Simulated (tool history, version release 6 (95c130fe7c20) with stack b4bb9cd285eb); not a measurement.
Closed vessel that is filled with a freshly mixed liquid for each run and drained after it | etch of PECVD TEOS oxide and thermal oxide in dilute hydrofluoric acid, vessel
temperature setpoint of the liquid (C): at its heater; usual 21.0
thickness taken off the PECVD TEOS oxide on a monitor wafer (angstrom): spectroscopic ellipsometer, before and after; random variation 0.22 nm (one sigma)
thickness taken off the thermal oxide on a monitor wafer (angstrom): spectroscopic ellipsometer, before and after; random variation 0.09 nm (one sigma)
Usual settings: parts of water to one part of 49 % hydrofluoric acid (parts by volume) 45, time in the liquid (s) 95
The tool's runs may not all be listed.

run	hour	temperature setpoint of the liquid (C)	parts of water to one part of 49 % hydrofluoric acid (parts by volume)	time in the liquid (s)	wafers since the last listed run	hours since the thermometer was replaced	hours since the hydrofluoric acid flow meter was replaced	hours since the gauge calibration	read-back film thickness of the PECVD TEOS oxide reference wafer, read on the same gauge (nm)	read-back film thickness of the thermal oxide reference wafer, read on the same gauge (nm)	thickness taken off the PECVD TEOS oxide on a monitor wafer (angstrom)	thickness taken off the thermal oxide on a monitor wafer (angstrom)
1	0.0	21.0	45	95	0	465.0	2164.0	1829.7	119.98	119.98	269.4	103.2
2	33.4	21.0	45	95	2640	498.4	2197.4	1863.1	119.99	120.02	266.7	103.4
# hour 35.0: thermometer replaced
3	66.4	21.0	45	75	2529	31.4	2230.4	1896.1	119.98	119.98	220.8	84.6
# hour 71.6: hydrofluoric acid flow meter replaced
4	117.3	21.0	45	110	3945	82.3	45.7	1947.0	119.97	119.99	318.4	126.1
5	182.3	21.0	45	110	5138	147.3	110.7	2012.0	119.98	120.01	325.5	126.5
6	228.6	17.0	45	95	3660	193.6	157.0	2058.3	119.99	120.01	234.3	93.7
7	279.8	18.5	60	65	4047	244.8	208.2	2109.5	119.96	120.00	127.3	50.0
# hour 324.3: thermometer replaced, repeated, since the last time left the tool worse
# hour 326.0: gauge calibrated
8	350.4	24.5	45	145	5502	26.1	278.8	24.4	119.99	119.99	441.4	172.9
9	396.7	21.0	45	95	3660	72.4	325.1	70.7	120.01	120.00	251.2	99.2
10	447.5	24.0	45	65	4016	123.2	375.9	121.5	120.01	120.02	196.5	76.7
11	489.1	19.0	35	95	3288	164.8	417.5	163.1	119.98	120.01	306.5	119.8
12	537.2	19.0	40	150	3802	212.9	465.6	211.2	120.03	119.98	426.1	162.8
13	563.9	17.0	55	145	2110	239.6	492.3	237.9	120.00	120.00	270.1	104.1
14	627.5	21.0	45	95	5028	303.2	555.9	301.5	119.98	120.01	262.8	99.7
15	687.0	19.5	35	50	4704	362.7	615.4	361.0	120.01	120.01	168.3	65.8
16	725.7	18.0	35	95	3059	401.4	654.1	399.7	119.99	120.01	306.4	118.9
17	777.8	21.0	45	40	4119	453.5	706.2	451.8	120.01	120.01	112.0	43.6
# hour 790.2: thermometer replaced
18	833.1	21.0	45	95	4293	42.9	761.5	507.1	120.01	119.98	249.8	96.1
19	888.4	21.0	40	95	4372	98.2	816.8	562.4	120.00	120.01	288.3	109.8
20	930.2	26.0	50	45	3304	140.0	858.6	604.2	119.99	120.00	133.3	51.7
21	980.7	21.0	45	95	3992	190.5	909.1	654.7	120.00	120.01	254.8	99.4
22	1007.7	22.5	30	45	2134	217.5	936.1	681.7	119.98	119.99	201.3	77.7
23	1035.7	22.5	55	45	2213	245.5	964.1	709.7	120.03	120.03	104.9	41.2
24	1074.1	21.0	45	50	3035	283.9	1002.5	748.1	119.99	120.01	136.9	52.7
25	1105.5	21.0	45	95	2482	315.3	1033.9	779.5	119.98	120.01	265.9	101.3

5 ways to go on from here, each from the tool as it stands after run 25. What would each give?
A	1106.2	21.0	45	95	55	316.0	1034.6	780.2	?	?	?	?
B	1106.2	19.5	45	120	55	316.0	1034.6	780.2	?	?	?	?
C	1106.2	25.0	30	95	55	316.0	1034.6	780.2	?	?	?	?
D	1106.2	21.0	45	120	55	316.0	1034.6	780.2	?	?	?	?
E	1106.2	21.0	30	75	55	316.0	1034.6	780.2	?	?	?	?

run	read-back film thickness of the PECVD TEOS oxide reference wafer, read on the same gauge (nm)	read-back film thickness of the thermal oxide reference wafer, read on the same gauge (nm)	thickness taken off the PECVD TEOS oxide on a monitor wafer (angstrom)	thickness taken off the thermal oxide on a monitor wafer (angstrom)
A	120.03	119.98	262.6	101.7
B	120.03	119.98	311.4	120.5
C	120.03	119.98	474.7	183.7
D	120.03	119.98	331.7	128.4
E	120.03	119.98	317.0	122.7
Without the tool's hidden state the same runs would have given:
run	thickness taken off the PECVD TEOS oxide on a monitor wafer (angstrom)	thickness taken off the thermal oxide on a monitor wafer (angstrom)
A	251.7	97.4
B	298.2	115.4
C	455.2	176.2
D	317.9	123.1
E	303.6	117.5

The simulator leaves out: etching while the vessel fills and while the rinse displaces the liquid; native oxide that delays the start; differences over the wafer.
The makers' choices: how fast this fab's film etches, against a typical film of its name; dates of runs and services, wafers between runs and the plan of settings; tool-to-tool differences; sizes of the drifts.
